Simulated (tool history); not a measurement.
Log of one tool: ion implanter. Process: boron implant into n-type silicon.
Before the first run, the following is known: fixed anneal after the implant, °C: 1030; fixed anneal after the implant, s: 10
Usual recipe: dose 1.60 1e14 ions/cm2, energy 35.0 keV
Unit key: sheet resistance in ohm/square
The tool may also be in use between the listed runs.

| run | hour | dose | energy | read-back reference wafer on the same gauge, sheet resistance | sheet resistance |
|---|---|---|---|---|---|
| 1 | 0.0 | 1.60 | 35.0 | 402.89 | 458.44 |
| 2 | 16.5 | 1.60 | 35.0 | 403.07 | 458.01 |
| 3 | 31.2 | 1.60 | 35.0 | 402.87 | 461.45 |
| 4 | 66.8 | 1.60 | 35.0 | 402.95 | 457.20 |
| 5 | 94.0 | 1.60 | 35.0 | 403.41 | 457.02 |
| 6 | 122.6 | 1.60 | 35.0 | 403.18 | 456.42 |
| 7 | 142.1 | 1.60 | 35.0 | 402.80 | 456.97 |
| 8 | 194.0 | 1.60 | 35.0 | 402.93 | 457.69 |
| 9 | 222.8 | 1.36 | 29.5 | 403.09 | 533.33 |
| 10 | 247.9 | 1.36 | 29.5 | 402.87 | 529.33 |
| 11 | 279.3 | 1.50 | 35.0 | 403.17 | 477.88 |
| 12 | 311.3 | 1.50 | 35.0 | 402.97 | 479.46 |
| 13 | 349.9 | 1.60 | 35.0 | 402.86 | 456.29 |
| 14 | 368.3 | 1.60 | 35.0 | 402.90 | 454.98 |
|  | 387.8 | Faraday cup replaced and dose calibrated |
| 15 | 388.3 | 1.60 | 35.0 | 402.59 | 477.23 |
| 16 | 472.1 | 1.82 | 35.0 | 403.04 | 432.01 |
|  | 480.2 | gauge calibrated |
| 17 | 488.2 | 1.82 | 35.0 | 402.98 | 429.71 |
|  | 510.6 | extraction supply calibrated |
| 18 | 511.1 | 1.60 | 29.0 | 402.85 | 486.72 |
| 19 | 524.1 | 1.92 | 35.0 | 402.95 | 417.08 |
| 20 | 543.6 | 1.82 | 35.0 | 403.07 | 430.14 |
| 21 | 567.6 | 1.60 | 23.5 | 403.15 | 503.86 |
| 22 | 598.4 | 1.60 | 46.0 | 402.99 | 451.73 |
| 23 | 624.8 | 1.42 | 43.5 | 403.04 | 501.86 |
| 24 | 642.8 | 1.96 | 38.5 | 402.94 | 402.49 |
| 25 | 675.3 | 1.50 | 35.0 | 403.11 | 499.10 |
| 26 | 694.3 | 1.60 | 35.0 | 403.05 | 474.93 |
| 27 | 711.3 | 1.37 | 30.5 | 402.71 | 541.64 |
| 28 | 729.7 | 1.60 | 35.0 | 402.71 | 476.03 |
| 29 | 756.1 | 1.97 | 29.5 | 402.84 | 415.72 |
| 30 | 781.2 | 1.96 | 44.5 | 402.93 | 393.29 |
| 31 | 798.3 | 1.60 | 35.0 | 403.17 | 474.74 |
| 32 | 819.1 | 1.60 | 35.0 | 403.14 | 473.61 |
| 33 | 848.1 | 1.99 | 41.0 | 402.77 | 392.36 |
| 34 | 870.9 | 1.32 | 43.0 | 402.80 | 527.03 |
| 35 | 892.9 | 1.60 | 35.0 | 403.11 | 472.76 |
| 36 | 907.4 | 1.96 | 39.5 | 403.03 | 398.57 |
| 37 | 934.9 | 1.60 | 40.5 | 403.21 | 464.05 |

Some steps in sheet resistance between neighbouring runs. How much of each would the tool show without its hidden state too (settings, what came in, random variation), and how much is left for the hidden state, with any gauge scatter that isn't in both results?
Hidden state present: deviation of the true dose from the Faraday cup's reading, %; deviation of the true energy from its setpoint, %; gauge reads high (%).
Run 8 -> 9: dose 1.60 -> 1.36, energy 35.0 -> 29.5. sheet resistance +75.64 ohm/square: hidden state -3.32, all else +78.96.
Run 10 -> 11: dose 1.36 -> 1.50, energy 29.5 -> 35.0. sheet resistance -51.45 ohm/square: hidden state +2.01, all else -53.46.
Run 14 -> 15: Faraday cup replaced and dose calibrated. sheet resistance +22.25 ohm/square: hidden state +20.34, all else +1.91.
Run 23 -> 24: dose 1.42 -> 1.96, energy 43.5 -> 38.5. sheet resistance -99.37 ohm/square: hidden state +0.00, all else -99.37.
Run 24 -> 25: dose 1.96 -> 1.50, energy 38.5 -> 35.0. sheet resistance +96.61 ohm/square: hidden state -0.46, all else +97.07.
Run 33 -> 34: dose 1.99 -> 1.32, energy 41.0 -> 43.0. sheet resistance +134.67 ohm/square: hidden state -0.81, all else +135.48.
